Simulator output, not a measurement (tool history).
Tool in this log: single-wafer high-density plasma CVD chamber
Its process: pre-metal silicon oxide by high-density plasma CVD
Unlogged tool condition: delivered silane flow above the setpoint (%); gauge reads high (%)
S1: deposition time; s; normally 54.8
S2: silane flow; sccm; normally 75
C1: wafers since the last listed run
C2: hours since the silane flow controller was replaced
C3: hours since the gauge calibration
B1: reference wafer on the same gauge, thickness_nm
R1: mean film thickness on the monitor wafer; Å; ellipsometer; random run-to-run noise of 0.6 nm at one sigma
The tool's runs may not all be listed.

Run 1, hour 0: usual settings; C1 0; C2 1396.3; C3 27.4; B1 366.309. Result: R1 4257.09 Å.
Run 2, hour 9.2: usual settings but S2 66 sccm; C1 128; C2 1405.5; C3 36.6; B1 366.013. Result: R1 3740.18 Å.
Run 3, hour 24.1: usual settings but S1 52.2 s; C1 207; C2 1420.4; C3 51.5; B1 366.128. Result: R1 4042.85 Å.
Run 4, hour 40.7: usual settings but S1 47.6 s; C1 231; C2 1437; C3 68.1; B1 365.758. Result: R1 3701.32 Å.
Run 5, hour 53.6: usual settings but S2 68 sccm; C1 179; C2 1449.9; C3 81; B1 366.178. Result: R1 3859.06 Å.
Run 6, hour 68.2: usual settings but S2 68 sccm; C1 203; C2 1464.5; C3 95.6; B1 366.13. Result: R1 3872.51 Å.
Run 7, hour 76.3: usual settings but S1 57 s; C1 112; C2 1472.6; C3 103.7; B1 365.835. Result: R1 4418.12 Å.
Run 8, hour 89.9: usual settings but S2 85 sccm; C1 189; C2 1486.2; C3 117.3; B1 366.179. Result: R1 4837.84 Å.
Run 9, hour 96.8: usual settings but S2 85 sccm; C1 96; C2 1493.1; C3 124.2; B1 366.344. Result: R1 4827.79 Å.
Run 10, hour 112.7: usual settings; C1 221; C2 1509; C3 140.1; B1 366.098. Result: R1 4275.8 Å.
Run 11, hour 127.7: usual settings but S1 65 s, S2 63 sccm; C1 209; C2 1524; C3 155.1; B1 365.987. Result: R1 4249.06 Å.
At hour 135: gauge calibrated.
Run 12, hour 142.6: usual settings but S1 63.5 s; C1 207; C2 1538.9; C3 7.6; B1 365.868. Result: R1 4951.56 Å.
Run 13, hour 157.7: usual settings but S1 50.4 s, S2 87 sccm; C1 210; C2 1554; C3 22.7; B1 365.925. Result: R1 4564.28 Å.
At hour 168.2: silane flow controller replaced.
Run 14, hour 175.1: usual settings but S1 52.2 s; C1 131; C2 6.9; C3 40.1; B1 365.814. Result: R1 3822.24 Å.
Run 15, hour 186.8: usual settings but S1 63.5 s, S2 67 sccm; C1 163; C2 18.6; C3 51.8; B1 365.912. Result: R1 4152.89 Å.
Run 16, hour 203.4: usual settings but S2 63 sccm; C1 231; C2 35.2; C3 68.4; B1 365.676. Result: R1 3369.73 Å.
Run 17, hour 211.5: usual settings but S1 65.6 s, S2 85 sccm; C1 112; C2 43.3; C3 76.5; B1 366.143. Result: R1 5428.37 Å.
Run 18, hour 223.2: usual settings but S1 59.3 s, S2 80 sccm; C1 163; C2 55; C3 88.2; B1 366.116. Result: R1 4621.98 Å.

Predict each of these 4 candidate next runs independently; none follows another, all start after run 18:
Run A, hour 223.6: usual settings but S2 86 sccm; C1 5; C2 55.4; C3 88.6; B1 ?. Result: R1 ?.
Run B, hour 223.6: usual settings but S1 51.6 s, S2 67 sccm; C1 5; C2 55.4; C3 88.6; B1 ?. Result: R1 ?.
Run C, hour 223.6: usual settings but S1 59.7 s, S2 80 sccm; C1 5; C2 55.4; C3 88.6; B1 ?. Result: R1 ?.
Run D, hour 223.6: usual settings but S1 46.4 s, S2 85 sccm; C1 5; C2 55.4; C3 88.6; B1 ?. Result: R1 ?.

run       B1       R1
  A  366.108   4594.6
  B  366.108  3370.49
  C  366.108  4656.22
  D  366.108  3845.08
What these runs would have given with no unlogged condition in the tool:
run       R1
  A  4615.69
  B  3385.96
  C  4677.58
  D  3862.73
